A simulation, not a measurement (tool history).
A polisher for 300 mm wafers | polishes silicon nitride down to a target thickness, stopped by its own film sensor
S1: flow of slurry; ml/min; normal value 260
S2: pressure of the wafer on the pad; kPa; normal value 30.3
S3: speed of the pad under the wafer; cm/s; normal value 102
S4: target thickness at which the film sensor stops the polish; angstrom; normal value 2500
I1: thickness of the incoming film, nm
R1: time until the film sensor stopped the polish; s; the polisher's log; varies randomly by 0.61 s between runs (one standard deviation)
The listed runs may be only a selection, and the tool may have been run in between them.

run,hour,S1,S2,S3,S4,I1,R1
1,0,260,30.3,102,2500,444.1,113.5
2,6.2,260,30.3,102,2500,452.6,119.9
3,17.7,260,30.3,102,2500,453.1,119.8
4,24.6,260,30.3,102,2500,446.6,117.2
5,30.8,260,30.3,102,2890,445.7,93.2
6,42.2,260,30.3,102,1980,449,152.5
7,50.4,260,30.3,102,1980,446.2,150.8
# hour 57.7: worn pad replaced by a new one
8,67.9,210,30.3,102,2500,447.3,115.7
9,80,260,28.3,110,2500,451.2,120.6
10,89.5,260,30.3,102,2500,449.4,117.2
11,106.7,260,30.3,102,2500,448.9,115.7
12,121.8,260,30.3,102,2500,442.4,113.2
13,137,260,30.3,122,2500,450,108.1
14,149.1,260,30.3,102,2820,451.1,100.8

Run 15 is up next; what results do you expect?
15,158.3,185,24.8,70,2500,451,?

R1: 176.5 s
The same run, on a tool lacking any hidden state, would have yielded R1 148.6 s.
